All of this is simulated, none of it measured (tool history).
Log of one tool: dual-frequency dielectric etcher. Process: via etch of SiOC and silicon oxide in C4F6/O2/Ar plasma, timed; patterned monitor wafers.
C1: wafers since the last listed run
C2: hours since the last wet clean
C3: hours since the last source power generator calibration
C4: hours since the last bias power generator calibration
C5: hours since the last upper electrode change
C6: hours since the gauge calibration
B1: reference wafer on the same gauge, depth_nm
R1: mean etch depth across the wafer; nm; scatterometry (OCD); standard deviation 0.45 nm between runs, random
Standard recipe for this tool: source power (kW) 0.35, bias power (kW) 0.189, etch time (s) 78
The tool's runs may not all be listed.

{"run": 1, "hour": 0.0, "source power (kW)": 0.35, "bias power (kW)": 0.189, "etch time (s)": 78, "C1": 0, "C2": 0.1, "C3": 1094.8, "C4": 1095.4, "C5": 5550.4, "C6": 758.7, "B1": 69.2, "R1": 80.8}
{"hour": 116.0, "done": "gauge calibrated"}
{"run": 2, "hour": 156.0, "source power (kW)": 0.35, "bias power (kW)": 0.222, "etch time (s)": 63, "C1": 1567, "C2": 156.1, "C3": 1250.8, "C4": 1251.4, "C5": 5706.4, "C6": 40, "B1": 69.2, "R1": 67.6}
{"run": 3, "hour": 224.9, "source power (kW)": 0.35, "bias power (kW)": 0.222, "etch time (s)": 63, "C1": 692, "C2": 225, "C3": 1319.7, "C4": 1320.3, "C5": 5775.3, "C6": 108.9, "B1": 69, "R1": 67.2}
{"run": 4, "hour": 324.2, "source power (kW)": 0.35, "bias power (kW)": 0.189, "etch time (s)": 73, "C1": 997, "C2": 324.3, "C3": 1419, "C4": 1419.6, "C5": 5874.6, "C6": 208.2, "B1": 69.1, "R1": 73}
{"hour": 395.2, "done": "wet clean of the chamber"}
{"run": 5, "hour": 431.0, "source power (kW)": 0.35, "bias power (kW)": 0.189, "etch time (s)": 73, "C1": 831, "C2": 35.8, "C3": 1525.8, "C4": 1526.4, "C5": 5981.4, "C6": 315, "B1": 69, "R1": 74.4}
{"run": 6, "hour": 487.1, "source power (kW)": 0.35, "bias power (kW)": 0.189, "etch time (s)": 73, "C1": 563, "C2": 91.9, "C3": 1581.9, "C4": 1582.5, "C5": 6037.5, "C6": 371.1, "B1": 69, "R1": 75.1}
{"hour": 535.5, "done": "source power generator calibrated"}
{"run": 7, "hour": 580.1, "source power (kW)": 0.35, "bias power (kW)": 0.189, "etch time (s)": 78, "C1": 894, "C2": 184.9, "C3": 44.6, "C4": 1675.5, "C5": 6130.5, "C6": 464.1, "B1": 69.2, "R1": 78.4}
{"hour": 694.7, "done": "upper electrode replaced, of another model than before"}
{"hour": 719.1, "done": "bias power generator calibrated"}
{"run": 8, "hour": 790.1, "source power (kW)": 0.35, "bias power (kW)": 0.189, "etch time (s)": 78, "C1": 1828, "C2": 394.9, "C3": 254.6, "C4": 71, "C5": 95.4, "C6": 674.1, "B1": 69.2, "R1": 76.8}
{"hour": 882.1, "done": "wet clean of the chamber"}
{"run": 9, "hour": 892.7, "source power (kW)": 0.29, "bias power (kW)": 0.155, "etch time (s)": 94, "C1": 789, "C2": 10.6, "C3": 357.2, "C4": 173.6, "C5": 198, "C6": 776.7, "B1": 69.1, "R1": 78.4}
{"hour": 928.7, "done": "gauge calibrated"}
{"run": 10, "hour": 990.7, "source power (kW)": 0.28, "bias power (kW)": 0.143, "etch time (s)": 93, "C1": 984, "C2": 108.6, "C3": 455.2, "C4": 271.6, "C5": 296, "C6": 62, "B1": 69, "R1": 72}
{"run": 11, "hour": 1060.3, "source power (kW)": 0.35, "bias power (kW)": 0.189, "etch time (s)": 78, "C1": 699, "C2": 178.2, "C3": 524.8, "C4": 341.2, "C5": 365.6, "C6": 131.6, "B1": 69, "R1": 79.9}
{"run": 12, "hour": 1151.9, "source power (kW)": 0.35, "bias power (kW)": 0.189, "etch time (s)": 78, "C1": 920, "C2": 269.8, "C3": 616.4, "C4": 432.8, "C5": 457.2, "C6": 223.2, "B1": 69.2, "R1": 78.3}
{"run": 13, "hour": 1259.3, "source power (kW)": 0.27, "bias power (kW)": 0.161, "etch time (s)": 68.5, "C1": 1079, "C2": 377.2, "C3": 723.8, "C4": 540.2, "C5": 564.6, "C6": 330.6, "B1": 69, "R1": 51.8}

Run 14 is up next; what results do you expect?
{"hour": 1311.8, "done": "wet clean of the chamber"}
{"run": 14, "hour": 1312.3, "source power (kW)": 0.35, "bias power (kW)": 0.189, "etch time (s)": 70.5, "C1": 291, "C2": 0.5, "C3": 776.8, "C4": 593.2, "C5": 617.6, "C6": 383.6, "B1": "?", "R1": "?"}

{"run 14": {"B1": 69.1, "R1": 73.9}}
The same run, on a tool lacking any hidden state, would have yielded R1 73.5 nm.
